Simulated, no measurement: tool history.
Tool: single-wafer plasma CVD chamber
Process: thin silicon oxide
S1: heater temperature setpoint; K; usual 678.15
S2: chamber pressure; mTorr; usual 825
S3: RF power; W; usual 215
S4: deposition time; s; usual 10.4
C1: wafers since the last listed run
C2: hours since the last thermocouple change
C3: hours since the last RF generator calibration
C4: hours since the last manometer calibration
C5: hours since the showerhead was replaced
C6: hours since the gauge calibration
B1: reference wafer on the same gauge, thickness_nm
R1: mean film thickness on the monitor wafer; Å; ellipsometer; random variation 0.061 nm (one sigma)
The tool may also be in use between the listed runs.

{"run": 1, "hour": 0.0, "S1": 678.15, "S2": 825, "S3": 215, "S4": 9.6, "C1": 0, "C2": 2019.6, "C3": 328.7, "C4": 1257.6, "C5": 2789.4, "C6": 890.4, "B1": 16.709, "R1": 164.23}
{"run": 2, "hour": 53.0, "S1": 678.15, "S2": 825, "S3": 215, "S4": 9.6, "C1": 1842, "C2": 2072.6, "C3": 381.7, "C4": 1310.6, "C5": 2842.4, "C6": 943.4, "B1": 16.71, "R1": 163.97}
{"run": 3, "hour": 108.8, "S1": 678.15, "S2": 825, "S3": 215, "S4": 10.4, "C1": 1939, "C2": 2128.4, "C3": 437.5, "C4": 1366.4, "C5": 2898.2, "C6": 999.2, "B1": 16.702, "R1": 177.63}
{"run": 4, "hour": 192.6, "S1": 678.15, "S2": 825, "S3": 215, "S4": 10.4, "C1": 2912, "C2": 2212.2, "C3": 521.3, "C4": 1450.2, "C5": 2982.0, "C6": 1083.0, "B1": 16.689, "R1": 177.56}
{"run": 5, "hour": 269.6, "S1": 678.15, "S2": 825, "S3": 215, "S4": 10.4, "C1": 2676, "C2": 2289.2, "C3": 598.3, "C4": 1527.2, "C5": 3059.0, "C6": 1160.0, "B1": 16.701, "R1": 177.59}
{"run": 6, "hour": 589.5, "S1": 678.15, "S2": 825, "S3": 215, "S4": 10.4, "C1": 11120, "C2": 2609.1, "C3": 918.2, "C4": 1847.1, "C5": 3378.9, "C6": 1479.9, "B1": 16.686, "R1": 176.74}
{"run": 7, "hour": 665.6, "S1": 678.15, "S2": 825, "S3": 215, "S4": 10.4, "C1": 2645, "C2": 2685.2, "C3": 994.3, "C4": 1923.2, "C5": 3455.0, "C6": 1556.0, "B1": 16.723, "R1": 177.28}
{"hour": 701.3, "done": "thermocouple changed; heater temperature recalibrated"}
{"run": 8, "hour": 757.9, "S1": 678.15, "S2": 825, "S3": 215, "S4": 10.4, "C1": 2930, "C2": 56.6, "C3": 1086.6, "C4": 2015.5, "C5": 3547.3, "C6": 1648.3, "B1": 16.676, "R1": 177.46}
{"run": 9, "hour": 832.5, "S1": 678.15, "S2": 825, "S3": 215, "S4": 10.4, "C1": 2593, "C2": 131.2, "C3": 1161.2, "C4": 2090.1, "C5": 3621.9, "C6": 1722.9, "B1": 16.724, "R1": 177.39}
{"run": 10, "hour": 883.0, "S1": 678.15, "S2": 825, "S3": 215, "S4": 10.4, "C1": 1755, "C2": 181.7, "C3": 1211.7, "C4": 2140.6, "C5": 3672.4, "C6": 1773.4, "B1": 16.714, "R1": 177.87}
{"run": 11, "hour": 945.1, "S1": 678.15, "S2": 825, "S3": 215, "S4": 10.4, "C1": 2158, "C2": 243.8, "C3": 1273.8, "C4": 2202.7, "C5": 3734.5, "C6": 1835.5, "B1": 16.696, "R1": 177.37}
{"run": 12, "hour": 1016.2, "S1": 678.15, "S2": 825, "S3": 215, "S4": 10.4, "C1": 2471, "C2": 314.9, "C3": 1344.9, "C4": 2273.8, "C5": 3805.6, "C6": 1906.6, "B1": 16.711, "R1": 177.96}
{"hour": 1066.1, "done": "capacitance manometer re-zeroed and calibrated"}
{"hour": 1169.0, "done": "RF generator calibrated"}
{"run": 13, "hour": 1238.7, "S1": 666.15, "S2": 825, "S3": 215, "S4": 10.4, "C1": 7178, "C2": 537.4, "C3": 69.7, "C4": 172.6, "C5": 4028.1, "C6": 2129.1, "B1": 16.71, "R1": 179.39}
{"run": 14, "hour": 1300.6, "S1": 666.15, "S2": 825, "S3": 215, "S4": 10.4, "C1": 2151, "C2": 599.3, "C3": 131.6, "C4": 234.5, "C5": 4090.0, "C6": 2191.0, "B1": 16.692, "R1": 179.44}
{"hour": 1330.2, "done": "gauge calibrated"}
{"run": 15, "hour": 1346.7, "S1": 672.15, "S2": 825, "S3": 215, "S4": 10.4, "C1": 1602, "C2": 645.4, "C3": 177.7, "C4": 280.6, "C5": 4136.1, "C6": 16.5, "B1": 16.678, "R1": 177.94}
{"run": 16, "hour": 1395.9, "S1": 666.15, "S2": 825, "S3": 215, "S4": 10.4, "C1": 1710, "C2": 694.6, "C3": 226.9, "C4": 329.8, "C5": 4185.3, "C6": 65.7, "B1": 16.685, "R1": 178.69}
{"hour": 1466.1, "done": "showerhead replaced"}
{"run": 17, "hour": 1486.0, "S1": 678.15, "S2": 934, "S3": 255, "S4": 11.8, "C1": 2853, "C2": 784.7, "C3": 317.0, "C4": 419.9, "C5": 19.9, "C6": 155.8, "B1": 16.712, "R1": 237.11}

Run 18 comes next. What will it give?
{"run": 18, "hour": 1592.7, "S1": 667.15, "S2": 1004, "S3": 185, "S4": 12.0, "C1": 3709, "C2": 891.4, "C3": 423.7, "C4": 526.6, "C5": 126.6, "C6": 262.5, "B1": "?", "R1": "?"}

B1: 16.692
R1: 215.03 Å
Without the tool's hidden state the same run would have given R1 215.03 Å.

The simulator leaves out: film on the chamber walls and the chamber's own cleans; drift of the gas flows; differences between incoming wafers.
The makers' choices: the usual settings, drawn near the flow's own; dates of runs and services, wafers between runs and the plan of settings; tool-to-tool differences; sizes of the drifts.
